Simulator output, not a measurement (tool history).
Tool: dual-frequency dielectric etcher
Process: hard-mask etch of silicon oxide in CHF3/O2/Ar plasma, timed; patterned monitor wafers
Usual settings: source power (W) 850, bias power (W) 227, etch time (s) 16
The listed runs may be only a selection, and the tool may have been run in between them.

| run | hour | source power (W) | bias power (W) | etch time (s) | read-back reference wafer on the same gauge, depth_nm | mean etch depth across the wafer (angstrom) |
|---|---|---|---|---|---|---|
| 1 | 0 | 850 | 227 | 16 | 46.9 | 404.4 |
| 2 | 16 | 850 | 212 | 16 | 46.89 | 397.4 |
| 3 | 45.5 | 850 | 212 | 16 | 46.92 | 396.9 |
| 4 | 80.3 | 850 | 212 | 16 | 46.9 | 396.3 |
| 5 | 100.5 | 850 | 227 | 16 | 46.9 | 404.2 |
| 6 | 126.9 | 850 | 227 | 17.5 | 46.91 | 443 |
| 7 | 160.9 | 850 | 227 | 16 | 46.9 | 404.2 |
| 8 | 184.3 | 850 | 227 | 16 | 46.91 | 403.8 |
| 9 | 217.4 | 1010 | 271 | 19.5 | 46.92 | 560.1 |
| 10 | 233.4 | 1010 | 177 | 11 | 46.89 | 279.2 |
| 11 | 247.3 | 850 | 276 | 16 | 46.91 | 428.3 |
| 12 | 341.6 | 850 | 227 | 18 | 46.9 | 454 |
| 13 | 359.8 | 1010 | 227 | 16 | 46.88 | 435.5 |
|  | 402 | upper electrode replaced |
| 14 | 402.5 | 1000 | 271 | 16 | 46.91 | 456.4 |
| 15 | 406.2 | 970 | 171 | 19.5 | 46.91 | 484 |
|  | 416.1 | gauge calibrated |
|  | 421.4 | bias power generator calibrated |
| 16 | 429.7 | 850 | 204 | 16 | 46.88 | 386.9 |
|  | 454.7 | wet clean of the chamber |
| 17 | 495.6 | 1040 | 227 | 16 | 46.9 | 434.3 |
| 18 | 511.6 | 1030 | 198 | 13.5 | 46.9 | 351.4 |
|  | 519 | source power generator calibrated |
| 19 | 542.4 | 930 | 227 | 19.5 | 46.87 | 507.1 |
| 20 | 571 | 850 | 227 | 16 | 46.91 | 399.8 |
| 21 | 591.7 | 1020 | 211 | 16 | 46.89 | 422.1 |
| 22 | 622.5 | 850 | 227 | 16 | 46.89 | 399.2 |
| 23 | 649.5 | 850 | 185 | 13 | 46.89 | 305.9 |
| 24 | 669.8 | 850 | 227 | 16 | 46.91 | 398 |
| 25 | 697.4 | 850 | 208 | 14.5 | 46.9 | 352.3 |
| 26 | 785.3 | 850 | 256 | 16 | 46.91 | 412.9 |
| 27 | 803.9 | 850 | 184 | 16 | 46.92 | 376.1 |
| 28 | 824.9 | 850 | 256 | 16 | 46.9 | 414.3 |
| 29 | 838.2 | 850 | 227 | 16 | 46.9 | 399.6 |
| 30 | 868.9 | 850 | 227 | 12 | 46.89 | 300.4 |
| 31 | 898.9 | 690 | 201 | 16 | 46.91 | 354.1 |

Exercise: give the hidden state of the tool at every run:
source power that arrives over what is set, %: 0 on each run
gauge reads high (%): 0 on each run
H1: etch rate over this chamber's usual, %
H2: bias power that arrives over what is set, %
| run | H1 | H2 |
|---|---|---|
| 1 | -0.114 | 4.44 |
| 2 | -0.139 | 4.52 |
| 3 | -0.183 | 4.66 |
| 4 | -0.236 | 4.84 |
| 5 | -0.267 | 4.94 |
| 6 | -0.306 | 5.08 |
| 7 | -0.358 | 5.26 |
| 8 | -0.393 | 5.38 |
| 9 | -0.444 | 5.56 |
| 10 | -0.468 | 5.65 |
| 11 | -0.489 | 5.72 |
| 12 | -0.632 | 6.26 |
| 13 | -0.659 | 6.37 |
| 14 | -0.724 | 6.63 |
| 15 | -0.729 | 6.65 |
| 16 | -0.765 | 0.271 |
| 17 | -0.085 | 0.279 |
| 18 | -0.109 | 0.283 |
| 19 | -0.156 | 0.293 |
| 20 | -0.199 | 0.305 |
| 21 | -0.23 | 0.316 |
| 22 | -0.277 | 0.333 |
| 23 | -0.318 | 0.351 |
| 24 | -0.349 | 0.366 |
| 25 | -0.391 | 0.388 |
| 26 | -0.524 | 0.475 |
| 27 | -0.552 | 0.497 |
| 28 | -0.584 | 0.522 |
| 29 | -0.604 | 0.539 |
| 30 | -0.65 | 0.58 |
| 31 | -0.696 | 0.623 |

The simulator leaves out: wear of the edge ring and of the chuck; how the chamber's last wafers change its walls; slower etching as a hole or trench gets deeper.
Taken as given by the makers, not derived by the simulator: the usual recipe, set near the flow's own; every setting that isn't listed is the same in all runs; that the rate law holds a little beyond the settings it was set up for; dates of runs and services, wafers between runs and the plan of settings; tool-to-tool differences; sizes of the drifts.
